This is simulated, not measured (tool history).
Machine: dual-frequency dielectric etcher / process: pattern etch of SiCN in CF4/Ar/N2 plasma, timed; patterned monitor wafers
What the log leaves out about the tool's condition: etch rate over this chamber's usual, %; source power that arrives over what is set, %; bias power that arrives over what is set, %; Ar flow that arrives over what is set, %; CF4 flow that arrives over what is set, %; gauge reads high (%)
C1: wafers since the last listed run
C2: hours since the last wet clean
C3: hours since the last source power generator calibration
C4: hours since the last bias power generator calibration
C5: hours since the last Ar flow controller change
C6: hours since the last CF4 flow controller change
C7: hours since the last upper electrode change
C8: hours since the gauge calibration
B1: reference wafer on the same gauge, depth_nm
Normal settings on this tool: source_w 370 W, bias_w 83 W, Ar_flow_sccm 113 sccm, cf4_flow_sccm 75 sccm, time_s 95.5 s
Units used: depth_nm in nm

Run 1, hour 0: usual settings; C1 0; C2 188.4; C3 10.4; C4 4579.9; C5 5636.1; C6 1906; C7 2875.5; C8 469.6; B1 88.1. Result: depth_nm 76 nm.
Run 2, hour 17: usual settings; C1 183; C2 205.4; C3 27.4; C4 4596.9; C5 5653.1; C6 1923; C7 2892.5; C8 486.6; B1 88.2. Result: depth_nm 76 nm.
At hour 26.8: bias power generator calibrated.
Run 3, hour 43.5: usual settings; C1 242; C2 231.9; C3 53.9; C4 16.7; C5 5679.6; C6 1949.5; C7 2919; C8 513.1; B1 88.1. Result: depth_nm 76 nm.
Run 4, hour 65.2: usual settings but source_w 330 W, Ar_flow_sccm 92 sccm; C1 233; C2 253.6; C3 75.6; C4 38.4; C5 5701.3; C6 1971.2; C7 2940.7; C8 534.8; B1 88.1. Result: depth_nm 69.1 nm.
Run 5, hour 89.4: usual settings but source_w 330 W, Ar_flow_sccm 92 sccm; C1 260; C2 277.8; C3 99.8; C4 62.6; C5 5725.5; C6 1995.4; C7 2964.9; C8 559; B1 88.1. Result: depth_nm 69.1 nm.
Run 6, hour 107: usual settings but bias_w 99 W; C1 189; C2 295.4; C3 117.4; C4 80.2; C5 5743.1; C6 2013; C7 2982.5; C8 576.6; B1 88. Result: depth_nm 81.9 nm.
At hour 136.1: CF4 flow controller replaced.
Run 7, hour 138.7: usual settings but bias_w 99 W; C1 276; C2 327.1; C3 149.1; C4 111.9; C5 5774.8; C6 2.6; C7 3014.2; C8 608.3; B1 88.1. Result: depth_nm 81.4 nm.
At hour 177.3: upper electrode replaced.
Run 8, hour 177.8: usual settings but source_w 450 W, time_s 71.5 s; C1 162; C2 366.2; C3 188.2; C4 151; C5 5813.9; C6 41.7; C7 0.5; C8 647.4; B1 88.1. Result: depth_nm 69.2 nm.
At hour 200: Ar flow controller replaced.
Run 9, hour 205.7: usual settings but bias_w 72 W, Ar_flow_sccm 86 sccm; C1 236; C2 394.1; C3 216.1; C4 178.9; C5 5.7; C6 69.6; C7 28.4; C8 675.3; B1 88.1. Result: depth_nm 73.6 nm.
At hour 213.6: gauge calibrated.
Run 10, hour 231.3: usual settings but bias_w 70 W, cf4_flow_sccm 84 sccm; C1 275; C2 419.7; C3 241.7; C4 204.5; C5 31.3; C6 95.2; C7 54; C8 17.7; B1 88.2. Result: depth_nm 70.8 nm.
Run 11, hour 260.7: usual settings but Ar_flow_sccm 122 sccm, cf4_flow_sccm 60 sccm, time_s 68.5 s; C1 316; C2 449.1; C3 271.1; C4 233.9; C5 60.7; C6 124.6; C7 83.4; C8 47.1; B1 88. Result: depth_nm 51.7 nm.
Run 12, hour 296.1: usual settings but bias_w 65 W, time_s 74 s; C1 381; C2 484.5; C3 306.5; C4 269.3; C5 96.1; C6 160; C7 118.8; C8 82.5; B1 88.1. Result: depth_nm 51.9 nm.
At hour 350.7: wet clean of the chamber.
Run 13, hour 351.2: usual settings but Ar_flow_sccm 104 sccm; C1 335; C2 0.5; C3 361.6; C4 324.4; C5 151.2; C6 215.1; C7 173.9; C8 137.6; B1 88. Result: depth_nm 77.1 nm.
Run 14, hour 351.5: usual settings but bias_w 77 W; C1 3; C2 0.8; C3 361.9; C4 324.7; C5 151.5; C6 215.4; C7 174.2; C8 137.9; B1 88. Result: depth_nm 73.8 nm.
Run 15, hour 378.3: usual settings but source_w 430 W; C1 288; C2 27.6; C3 388.7; C4 351.5; C5 178.3; C6 242.2; C7 201; C8 164.7; B1 88.1. Result: depth_nm 89.3 nm.
Run 16, hour 404.8: usual settings but source_w 310 W; C1 285; C2 54.1; C3 415.2; C4 378; C5 204.8; C6 268.7; C7 227.5; C8 191.2; B1 88. Result: depth_nm 62.9 nm.
Run 17, hour 419.7: usual settings but bias_w 76 W, Ar_flow_sccm 96 sccm, cf4_flow_sccm 81 sccm, time_s 116 s; C1 160; C2 69; C3 430.1; C4 392.9; C5 219.7; C6 283.6; C7 242.4; C8 206.1; B1 88.1. Result: depth_nm 91.6 nm.
Run 18, hour 463.2: usual settings; C1 468; C2 112.5; C3 473.6; C4 436.4; C5 263.2; C6 327.1; C7 285.9; C8 249.6; B1 88.1. Result: depth_nm 76.1 nm.

Expected results for the next run?
Run 19, hour 477.8: usual settings but cf4_flow_sccm 66 sccm; C1 157; C2 127.1; C3 488.2; C4 451; C5 277.8; C6 341.7; C7 300.5; C8 264.2; B1 ?. Result: depth_nm ?.

{"run 19": {"B1": 88.1, "depth_nm": 74.6}}
Were there no unlogged condition in the tool, this run, its random variation unchanged, would have produced depth_nm 75.6 nm.
